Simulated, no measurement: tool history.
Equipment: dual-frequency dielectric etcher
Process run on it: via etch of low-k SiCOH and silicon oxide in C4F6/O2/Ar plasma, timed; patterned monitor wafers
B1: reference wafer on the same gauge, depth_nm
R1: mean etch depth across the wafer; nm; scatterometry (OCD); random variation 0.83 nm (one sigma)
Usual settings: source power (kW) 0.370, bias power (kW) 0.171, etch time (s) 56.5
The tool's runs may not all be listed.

{"run": 1, "hour": 0.0, "source power (kW)": 0.37, "bias power (kW)": 0.171, "etch time (s)": 67.5, "B1": 144.1, "R1": 161.8}
{"run": 2, "hour": 58.2, "source power (kW)": 0.37, "bias power (kW)": 0.171, "etch time (s)": 56.5, "B1": 143.9, "R1": 135.2}
{"run": 3, "hour": 93.5, "source power (kW)": 0.37, "bias power (kW)": 0.171, "etch time (s)": 56.5, "B1": 143.9, "R1": 134.4}
{"hour": 122.1, "done": "wet clean of the chamber"}
{"hour": 135.4, "done": "upper electrode replaced"}
{"run": 4, "hour": 135.9, "source power (kW)": 0.37, "bias power (kW)": 0.171, "etch time (s)": 56.5, "B1": 143.8, "R1": 130.5}
{"run": 5, "hour": 140.7, "source power (kW)": 0.37, "bias power (kW)": 0.171, "etch time (s)": 56.5, "B1": 144.2, "R1": 130.8}
{"hour": 159.6, "done": "source power generator calibrated"}
{"hour": 172.7, "done": "gauge calibrated"}
{"hour": 189.0, "done": "wet clean of the chamber, repeated, since the last time left the tool worse"}
{"run": 6, "hour": 189.5, "source power (kW)": 0.37, "bias power (kW)": 0.171, "etch time (s)": 56.5, "B1": 144.3, "R1": 138.1}
{"run": 7, "hour": 189.8, "source power (kW)": 0.37, "bias power (kW)": 0.171, "etch time (s)": 56.5, "B1": 143.9, "R1": 139.3}
{"run": 8, "hour": 220.5, "source power (kW)": 0.37, "bias power (kW)": 0.171, "etch time (s)": 56.5, "B1": 144.1, "R1": 138.8}
{"hour": 240.5, "done": "bias power generator calibrated"}
{"run": 9, "hour": 241.0, "source power (kW)": 0.37, "bias power (kW)": 0.146, "etch time (s)": 56.5, "B1": 143.8, "R1": 134.2}
{"run": 10, "hour": 266.4, "source power (kW)": 0.37, "bias power (kW)": 0.171, "etch time (s)": 56.5, "B1": 144.5, "R1": 138.6}
{"run": 11, "hour": 291.2, "source power (kW)": 0.37, "bias power (kW)": 0.171, "etch time (s)": 71.0, "B1": 143.6, "R1": 173.9}
{"run": 12, "hour": 312.0, "source power (kW)": 0.37, "bias power (kW)": 0.171, "etch time (s)": 56.5, "B1": 143.8, "R1": 137.2}
{"run": 13, "hour": 344.8, "source power (kW)": 0.37, "bias power (kW)": 0.199, "etch time (s)": 56.5, "B1": 144.3, "R1": 144.0}
{"run": 14, "hour": 361.0, "source power (kW)": 0.29, "bias power (kW)": 0.134, "etch time (s)": 70.0, "B1": 143.9, "R1": 145.6}

What if the next run were any one of these 5? Each begins from the tool's condition after run 14:
{"run": "A", "hour": 361.4, "source power (kW)": 0.37, "bias power (kW)": 0.189, "etch time (s)": 56.5, "B1": "?", "R1": "?"}
{"run": "B", "hour": 361.4, "source power (kW)": 0.4, "bias power (kW)": 0.15, "etch time (s)": 68.0, "B1": "?", "R1": "?"}
{"run": "C", "hour": 361.4, "source power (kW)": 0.39, "bias power (kW)": 0.185, "etch time (s)": 56.5, "B1": "?", "R1": "?"}
{"run": "D", "hour": 361.4, "source power (kW)": 0.37, "bias power (kW)": 0.198, "etch time (s)": 56.5, "B1": "?", "R1": "?"}
{"run": "E", "hour": 361.4, "source power (kW)": 0.37, "bias power (kW)": 0.171, "etch time (s)": 45.0, "B1": "?", "R1": "?"}

run=A B1=143.6 R1=139.2
run=B B1=143.6 R1=160.4
run=C B1=143.6 R1=140.6
run=D B1=143.6 R1=141.3
run=E B1=143.6 R1=107.6
Take away the tool's hidden state, keep each run's random variation, and the runs would have read:
run=A R1=141.9
run=B R1=163.5
run=C R1=143.3
run=D R1=144.0
run=E R1=109.7
